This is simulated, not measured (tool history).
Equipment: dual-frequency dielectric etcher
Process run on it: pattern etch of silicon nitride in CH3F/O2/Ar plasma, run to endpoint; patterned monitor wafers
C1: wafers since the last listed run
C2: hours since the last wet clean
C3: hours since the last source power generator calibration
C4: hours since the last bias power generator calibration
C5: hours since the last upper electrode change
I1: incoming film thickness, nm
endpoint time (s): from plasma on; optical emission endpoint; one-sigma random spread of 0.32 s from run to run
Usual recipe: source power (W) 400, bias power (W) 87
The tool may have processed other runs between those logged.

Run 1, hour 0: usual settings but source power (W) 480, bias power (W) 97; C1 0; C2 180.5; C3 4151.1; C4 3426.8; C5 1848.7; I1 29.93. Result: endpoint time (s) 37.3.
Run 2, hour 22.9: usual settings but source power (W) 480, bias power (W) 97; C1 318; C2 203.4; C3 4174; C4 3449.7; C5 1871.6; I1 29.46. Result: endpoint time (s) 36.7.
Run 3, hour 49.2: usual settings but source power (W) 480, bias power (W) 97; C1 365; C2 229.7; C3 4200.3; C4 3476; C5 1897.9; I1 29.87. Result: endpoint time (s) 37.6.
Run 4, hour 81.1: usual settings; C1 443; C2 261.6; C3 4232.2; C4 3507.9; C5 1929.8; I1 29.78. Result: endpoint time (s) 42.4.
Run 5, hour 97.7: usual settings but bias power (W) 71; C1 230; C2 278.2; C3 4248.8; C4 3524.5; C5 1946.4; I1 29.89. Result: endpoint time (s) 45.6.
Run 6, hour 124.7: usual settings but bias power (W) 71; C1 375; C2 305.2; C3 4275.8; C4 3551.5; C5 1973.4; I1 29.73. Result: endpoint time (s) 45.5.
Run 7, hour 153.1: usual settings but source power (W) 350, bias power (W) 97; C1 395; C2 333.6; C3 4304.2; C4 3579.9; C5 2001.8; I1 29.48. Result: endpoint time (s) 43.1.
Run 8, hour 180.4: usual settings but source power (W) 350, bias power (W) 97; C1 379; C2 360.9; C3 4331.5; C4 3607.2; C5 2029.1; I1 29.67. Result: endpoint time (s) 43.
Run 9, hour 257.4: usual settings but source power (W) 350, bias power (W) 97; C1 1071; C2 437.9; C3 4408.5; C4 3684.2; C5 2106.1; I1 29.84. Result: endpoint time (s) 43.6.
Run 10, hour 276: usual settings but source power (W) 470, bias power (W) 105; C1 258; C2 456.5; C3 4427.1; C4 3702.8; C5 2124.7; I1 29.72. Result: endpoint time (s) 37.1.
Run 11, hour 309.7: usual settings but source power (W) 470, bias power (W) 105; C1 468; C2 490.2; C3 4460.8; C4 3736.5; C5 2158.4; I1 29.55. Result: endpoint time (s) 36.7.
At hour 355.7: wet clean of the chamber.
Run 12, hour 356.2: usual settings but source power (W) 470, bias power (W) 105; C1 312; C2 0.5; C3 4507.3; C4 3783; C5 2204.9; I1 29.74. Result: endpoint time (s) 35.9.
At hour 368.9: source power generator calibrated.
Run 13, hour 380.2: usual settings but bias power (W) 92; C1 278; C2 24.5; C3 11.3; C4 3807; C5 2228.9; I1 29.92. Result: endpoint time (s) 40.8.
Run 14, hour 404.4: usual settings but bias power (W) 80; C1 336; C2 48.7; C3 35.5; C4 3831.2; C5 2253.1; I1 29.8. Result: endpoint time (s) 42.9.
Run 15, hour 420.7: usual settings but bias power (W) 80; C1 226; C2 65; C3 51.8; C4 3847.5; C5 2269.4; I1 29.89. Result: endpoint time (s) 43.6.
Run 16, hour 455.3: usual settings but source power (W) 440, bias power (W) 102; C1 481; C2 99.6; C3 86.4; C4 3882.1; C5 2304; I1 29.39. Result: endpoint time (s) 37.7.
Run 17, hour 479.8: usual settings but bias power (W) 104; C1 340; C2 124.1; C3 110.9; C4 3906.6; C5 2328.5; I1 30.06. Result: endpoint time (s) 39.4.
Run 18, hour 504.6: usual settings; C1 344; C2 148.9; C3 135.7; C4 3931.4; C5 2353.3; I1 30.03. Result: endpoint time (s) 42.5.
At hour 543.3: upper electrode replaced.
Run 19, hour 543.8: usual settings; C1 211; C2 188.1; C3 174.9; C4 3970.6; C5 0.5; I1 29.64. Result: endpoint time (s) 41.7.
Run 20, hour 555.8: usual settings but bias power (W) 102; C1 166; C2 200.1; C3 186.9; C4 3982.6; C5 12.5; I1 29.95. Result: endpoint time (s) 40.4.
Run 21, hour 578: usual settings but source power (W) 470, bias power (W) 71; C1 308; C2 222.3; C3 209.1; C4 4004.8; C5 34.7; I1 29.98. Result: endpoint time (s) 41.8.
At hour 605.6: bias power generator calibrated.
Run 22, hour 612.9: usual settings but source power (W) 450, bias power (W) 78; C1 429; C2 257.2; C3 244; C4 7.3; C5 69.6; I1 29.54. Result: endpoint time (s) 40.9.
Run 23, hour 643.3: usual settings but source power (W) 360; C1 422; C2 287.6; C3 274.4; C4 37.7; C5 100; I1 29.91. Result: endpoint time (s) 45.1.
Run 24, hour 663.3: usual settings but bias power (W) 74; C1 278; C2 307.6; C3 294.4; C4 57.7; C5 120; I1 29.66. Result: endpoint time (s) 44.6.
Run 25, hour 685.6: usual settings but source power (W) 440; C1 310; C2 329.9; C3 316.7; C4 80; C5 142.3; I1 29.58. Result: endpoint time (s) 41.
Run 26, hour 719.5: usual settings but source power (W) 320, bias power (W) 78; C1 471; C2 363.8; C3 350.6; C4 113.9; C5 176.2; I1 29.82. Result: endpoint time (s) 49.4.
Run 27, hour 759.3: usual settings but source power (W) 330, bias power (W) 79; C1 553; C2 403.6; C3 390.4; C4 153.7; C5 216; I1 29.8. Result: endpoint time (s) 48.8.
Run 28, hour 773.9: usual settings but source power (W) 480, bias power (W) 77; C1 203; C2 418.2; C3 405; C4 168.3; C5 230.6; I1 29.51. Result: endpoint time (s) 40.9.
Run 29, hour 786.3: usual settings but source power (W) 440, bias power (W) 102; C1 172; C2 430.6; C3 417.4; C4 180.7; C5 243; I1 29.69. Result: endpoint time (s) 39.
Run 30, hour 804.6: usual settings but source power (W) 330, bias power (W) 67; C1 254; C2 448.9; C3 435.7; C4 199; C5 261.3; I1 29.81. Result: endpoint time (s) 52.3.
Run 31, hour 829.2: usual settings; C1 342; C2 473.5; C3 460.3; C4 223.6; C5 285.9; I1 29.76. Result: endpoint time (s) 42.8.
Run 32, hour 852.6: usual settings but source power (W) 430, bias power (W) 109; C1 325; C2 496.9; C3 483.7; C4 247; C5 309.3; I1 29.56. Result: endpoint time (s) 38.3.
Run 33, hour 866.3: usual settings but source power (W) 490, bias power (W) 97; C1 190; C2 510.6; C3 497.4; C4 260.7; C5 323; I1 29.58. Result: endpoint time (s) 37.8.

Each row is a separate what-if for the run after 33, all from the same tool condition, not one after another. Results?
Run A, hour 866.7: usual settings but source power (W) 340; C1 5; C2 511; C3 497.8; C4 261.1; C5 323.4; I1 29.92. Result: endpoint time (s) ?.
Run B, hour 866.7: usual settings but source power (W) 320, bias power (W) 74; C1 5; C2 511; C3 497.8; C4 261.1; C5 323.4; I1 29.92. Result: endpoint time (s) ?.
Run C, hour 866.7: usual settings but source power (W) 490, bias power (W) 78; C1 5; C2 511; C3 497.8; C4 261.1; C5 323.4; I1 29.92. Result: endpoint time (s) ?.

run  endpoint time (s)
  A               46.3
  B               50.7
  C               40.7
With no hidden state in the tool, these same runs would have given:
run  endpoint time (s)
  A               44.4
  B               48.5
  C                 39
